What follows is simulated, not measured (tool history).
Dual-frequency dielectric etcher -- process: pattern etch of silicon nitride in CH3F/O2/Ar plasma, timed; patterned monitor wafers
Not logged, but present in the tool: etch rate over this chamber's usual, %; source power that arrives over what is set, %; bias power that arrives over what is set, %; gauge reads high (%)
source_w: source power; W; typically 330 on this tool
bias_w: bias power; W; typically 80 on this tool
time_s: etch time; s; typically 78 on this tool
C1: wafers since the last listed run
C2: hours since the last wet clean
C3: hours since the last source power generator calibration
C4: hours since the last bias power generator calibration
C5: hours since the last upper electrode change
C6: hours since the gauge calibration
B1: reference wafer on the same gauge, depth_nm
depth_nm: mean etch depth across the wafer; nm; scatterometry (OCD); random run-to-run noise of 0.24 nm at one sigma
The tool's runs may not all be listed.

{"run": 1, "hour": 0.0, "source_w": 330, "bias_w": 80, "time_s": 78, "C1": 0, "C2": 459.5, "C3": 1145.7, "C4": 76.6, "C5": 2223.4, "C6": 1674, "B1": 46.1, "depth_nm": 49.4}
{"run": 2, "hour": 25.2, "source_w": 330, "bias_w": 80, "time_s": 78, "C1": 260, "C2": 484.7, "C3": 1170.9, "C4": 101.8, "C5": 2248.6, "C6": 1699.2, "B1": 46, "depth_nm": 49.7}
{"hour": 100.8, "done": "wet clean of the chamber"}
{"run": 3, "hour": 101.3, "source_w": 330, "bias_w": 80, "time_s": 78, "C1": 537, "C2": 0.5, "C3": 1247, "C4": 177.9, "C5": 2324.7, "C6": 1775.3, "B1": 46, "depth_nm": 50}
{"run": 4, "hour": 160.9, "source_w": 330, "bias_w": 85, "time_s": 78, "C1": 615, "C2": 60.1, "C3": 1306.6, "C4": 237.5, "C5": 2384.3, "C6": 1834.9, "B1": 46, "depth_nm": 50.7}
{"hour": 195.3, "done": "upper electrode replaced"}
{"run": 5, "hour": 222.4, "source_w": 330, "bias_w": 85, "time_s": 78, "C1": 387, "C2": 121.6, "C3": 1368.1, "C4": 299, "C5": 27.1, "C6": 1896.4, "B1": 46.1, "depth_nm": 50.3}
{"run": 6, "hour": 247.4, "source_w": 330, "bias_w": 85, "time_s": 78, "C1": 258, "C2": 146.6, "C3": 1393.1, "C4": 324, "C5": 52.1, "C6": 1921.4, "B1": 46, "depth_nm": 50.4}
{"run": 7, "hour": 284.7, "source_w": 300, "bias_w": 86, "time_s": 78, "C1": 385, "C2": 183.9, "C3": 1430.4, "C4": 361.3, "C5": 89.4, "C6": 1958.7, "B1": 46.1, "depth_nm": 48.8}
{"run": 8, "hour": 348.1, "source_w": 330, "bias_w": 72, "time_s": 61.5, "C1": 654, "C2": 247.3, "C3": 1493.8, "C4": 424.7, "C5": 152.8, "C6": 2022.1, "B1": 46.1, "depth_nm": 38.3}
{"run": 9, "hour": 400.6, "source_w": 330, "bias_w": 100, "time_s": 78, "C1": 542, "C2": 299.8, "C3": 1546.3, "C4": 477.2, "C5": 205.3, "C6": 2074.6, "B1": 46.1, "depth_nm": 52.1}
{"run": 10, "hour": 443.4, "source_w": 250, "bias_w": 80, "time_s": 78, "C1": 441, "C2": 342.6, "C3": 1589.1, "C4": 520, "C5": 248.1, "C6": 2117.4, "B1": 46.1, "depth_nm": 42.9}
{"run": 11, "hour": 494.0, "source_w": 330, "bias_w": 96, "time_s": 96, "C1": 522, "C2": 393.2, "C3": 1639.7, "C4": 570.6, "C5": 298.7, "C6": 2168, "B1": 46.2, "depth_nm": 63.8}
{"hour": 556.4, "done": "wet clean of the chamber"}
{"run": 12, "hour": 556.9, "source_w": 290, "bias_w": 69, "time_s": 78, "C1": 401, "C2": 0.5, "C3": 1702.6, "C4": 633.5, "C5": 361.6, "C6": 2230.9, "B1": 46.1, "depth_nm": 44.7}
{"run": 13, "hour": 590.5, "source_w": 380, "bias_w": 95, "time_s": 99.5, "C1": 346, "C2": 34.1, "C3": 1736.2, "C4": 667.1, "C5": 395.2, "C6": 2264.5, "B1": 46.2, "depth_nm": 71.2}
{"run": 14, "hour": 641.7, "source_w": 330, "bias_w": 80, "time_s": 78, "C1": 528, "C2": 85.3, "C3": 1787.4, "C4": 718.3, "C5": 446.4, "C6": 2315.7, "B1": 46.1, "depth_nm": 49.8}
{"run": 15, "hour": 695.4, "source_w": 330, "bias_w": 85, "time_s": 78, "C1": 554, "C2": 139, "C3": 1841.1, "C4": 772, "C5": 500.1, "C6": 2369.4, "B1": 46.2, "depth_nm": 50.2}
{"run": 16, "hour": 759.8, "source_w": 350, "bias_w": 70, "time_s": 94.5, "C1": 664, "C2": 203.4, "C3": 1905.5, "C4": 836.4, "C5": 564.5, "C6": 2433.8, "B1": 46.1, "depth_nm": 61}
{"run": 17, "hour": 806.0, "source_w": 330, "bias_w": 80, "time_s": 78, "C1": 476, "C2": 249.6, "C3": 1951.7, "C4": 882.6, "C5": 610.7, "C6": 2480, "B1": 46.1, "depth_nm": 50}
{"run": 18, "hour": 848.4, "source_w": 360, "bias_w": 63, "time_s": 65.5, "C1": 437, "C2": 292, "C3": 1994.1, "C4": 925, "C5": 653.1, "C6": 2522.4, "B1": 46.1, "depth_nm": 41.9}
{"run": 19, "hour": 877.9, "source_w": 330, "bias_w": 80, "time_s": 96.5, "C1": 304, "C2": 321.5, "C3": 2023.6, "C4": 954.5, "C5": 682.6, "C6": 2551.9, "B1": 46.1, "depth_nm": 62.1}
{"hour": 932.3, "done": "gauge calibrated"}
{"run": 20, "hour": 947.1, "source_w": 330, "bias_w": 66, "time_s": 97.5, "C1": 714, "C2": 390.7, "C3": 2092.8, "C4": 1023.7, "C5": 751.8, "C6": 14.8, "B1": 45, "depth_nm": 58.6}
{"hour": 971.7, "done": "source power generator calibrated"}
{"run": 21, "hour": 1008.2, "source_w": 260, "bias_w": 72, "time_s": 69, "C1": 589, "C2": 451.8, "C3": 36.5, "C4": 1084.8, "C5": 812.9, "C6": 75.9, "B1": 45.1, "depth_nm": 37.1}
{"hour": 1069.2, "done": "wet clean of the chamber"}
{"run": 22, "hour": 1069.7, "source_w": 330, "bias_w": 85, "time_s": 78, "C1": 387, "C2": 0.5, "C3": 98, "C4": 1146.3, "C5": 874.4, "C6": 137.4, "B1": 45.2, "depth_nm": 49.7}
{"run": 23, "hour": 1096.9, "source_w": 280, "bias_w": 94, "time_s": 69, "C1": 280, "C2": 27.7, "C3": 125.2, "C4": 1173.5, "C5": 901.6, "C6": 164.6, "B1": 45.2, "depth_nm": 41.1}
{"run": 24, "hour": 1156.1, "source_w": 330, "bias_w": 80, "time_s": 78, "C1": 611, "C2": 86.9, "C3": 184.4, "C4": 1232.7, "C5": 960.8, "C6": 223.8, "B1": 45.3, "depth_nm": 49}
{"run": 25, "hour": 1202.3, "source_w": 330, "bias_w": 73, "time_s": 60.5, "C1": 476, "C2": 133.1, "C3": 230.6, "C4": 1278.9, "C5": 1007, "C6": 270, "B1": 45.3, "depth_nm": 37.2}
{"run": 26, "hour": 1246.0, "source_w": 330, "bias_w": 80, "time_s": 78, "C1": 451, "C2": 176.8, "C3": 274.3, "C4": 1322.6, "C5": 1050.7, "C6": 313.7, "B1": 45.4, "depth_nm": 48.9}
{"run": 27, "hour": 1310.5, "source_w": 360, "bias_w": 61, "time_s": 78, "C1": 665, "C2": 241.3, "C3": 338.8, "C4": 1387.1, "C5": 1115.2, "C6": 378.2, "B1": 45.5, "depth_nm": 48.1}
{"run": 28, "hour": 1339.2, "source_w": 270, "bias_w": 80, "time_s": 78, "C1": 296, "C2": 270, "C3": 367.5, "C4": 1415.8, "C5": 1143.9, "C6": 406.9, "B1": 45.5, "depth_nm": 44}
{"run": 29, "hour": 1404.7, "source_w": 290, "bias_w": 93, "time_s": 78, "C1": 676, "C2": 335.5, "C3": 433, "C4": 1481.3, "C5": 1209.4, "C6": 472.4, "B1": 45.4, "depth_nm": 47.5}
{"run": 30, "hour": 1450.3, "source_w": 330, "bias_w": 80, "time_s": 78, "C1": 470, "C2": 381.1, "C3": 478.6, "C4": 1526.9, "C5": 1255, "C6": 518, "B1": 45.5, "depth_nm": 49}
{"run": 31, "hour": 1475.1, "source_w": 250, "bias_w": 85, "time_s": 78, "C1": 256, "C2": 405.9, "C3": 503.4, "C4": 1551.7, "C5": 1279.8, "C6": 542.8, "B1": 45.5, "depth_nm": 42.7}

3 options for the next run, each taken on its own from the tool as it stands now. Forecast them:
{"run": "A", "hour": 1475.5, "source_w": 330, "bias_w": 71, "time_s": 78, "C1": 4, "C2": 406.3, "C3": 503.8, "C4": 1552.1, "C5": 1280.2, "C6": 543.2, "B1": "?", "depth_nm": "?"}
{"run": "B", "hour": 1475.5, "source_w": 330, "bias_w": 69, "time_s": 78, "C1": 4, "C2": 406.3, "C3": 503.8, "C4": 1552.1, "C5": 1280.2, "C6": 543.2, "B1": "?", "depth_nm": "?"}
{"run": "C", "hour": 1475.5, "source_w": 280, "bias_w": 80, "time_s": 84.5, "C1": 4, "C2": 406.3, "C3": 503.8, "C4": 1552.1, "C5": 1280.2, "C6": 543.2, "B1": "?", "depth_nm": "?"}

run=A B1=45.5 depth_nm=48.1
run=B B1=45.5 depth_nm=47.8
run=C B1=45.5 depth_nm=49
Had the tool no hidden state, the same runs would have come out as:
run=A depth_nm=47.6
run=B depth_nm=47.4
run=C depth_nm=48.6
